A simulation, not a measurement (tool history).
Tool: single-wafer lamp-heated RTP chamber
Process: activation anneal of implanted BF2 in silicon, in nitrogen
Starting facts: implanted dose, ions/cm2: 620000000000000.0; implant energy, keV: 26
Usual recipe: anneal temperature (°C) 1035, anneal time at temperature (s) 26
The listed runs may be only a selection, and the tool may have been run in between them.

run     day  anneal temperature (°C)  anneal time at temperature (s)  read-back reference wafer on the same gauge, sheet resistance  sheet resistance of the implanted and annealed layer (ohm/square)
  1       0                     1035                              26                                                         191.93                                                              215.1
      0.758  -- pyrometer window cleaned and pyrometer calibrated
  2   2.583                     1035                              26                                                         192.12                                                             217.32
  3    3.75                     1035                              26                                                          191.9                                                             217.87
  4   4.912                     1050                              26                                                         192.03                                                             213.77
  5   7.042                     1050                              26                                                         192.25                                                             213.26
  6   9.296                     1035                              17                                                         191.96                                                             219.53
  7  10.629                     1035                              15                                                         191.88                                                             220.01
     11.546  -- pyrometer window cleaned and pyrometer calibrated
     12.542  -- gauge calibrated
  8  13.346                     1035                              26                                                         192.03                                                             217.51
  9  15.342                     1050                              41                                                         191.94                                                             210.72
 10  16.912                     1024                              41                                                         191.86                                                             216.21
 11  18.304                     1035                              31                                                         191.89                                                             215.97
     19.808  -- reflector plate cleaned
 12  21.138                     1019                              19                                                         192.04                                                             221.57
     22.254  -- pyrometer window cleaned and pyrometer calibrated
 13  23.342                     1018                              18                                                         191.99                                                             225.34
 14  24.371                     1016                              38                                                         192.24                                                              218.5
 15   26.45                     1046                              37                                                         191.96                                                             210.85
 16  28.921                     1035                              26                                                         192.04                                                             216.76
 17   31.65                     1025                              13                                                         191.82                                                              224.2

What if the next run were any one of these 5? Each begins from the tool's condition after run 17:
  A  31.667                     1035                              26                                                              ?                                                                  ?
  B  31.667                     1035                              21                                                              ?                                                                  ?
  C  31.667                     1048                              13                                                              ?                                                                  ?
  D  31.667                     1048                              26                                                              ?                                                                  ?
  E  31.667                     1058                              39                                                              ?                                                                  ?

run  read-back reference wafer on the same gauge, sheet resistance  sheet resistance of the implanted and annealed layer (ohm/square)
  A                                                         191.84                                                             216.08
  B                                                         191.84                                                             217.74
  C                                                         191.84                                                             218.51
  D                                                         191.84                                                             213.51
  E                                                         191.84                                                             208.41
Stripped of hidden state, with their random variation kept, the same runs would have yielded:
run  sheet resistance of the implanted and annealed layer (ohm/square)
  A                                                             218.12
  B                                                             219.88
  C                                                             220.33
  D                                                             215.23
  E                                                             210.04
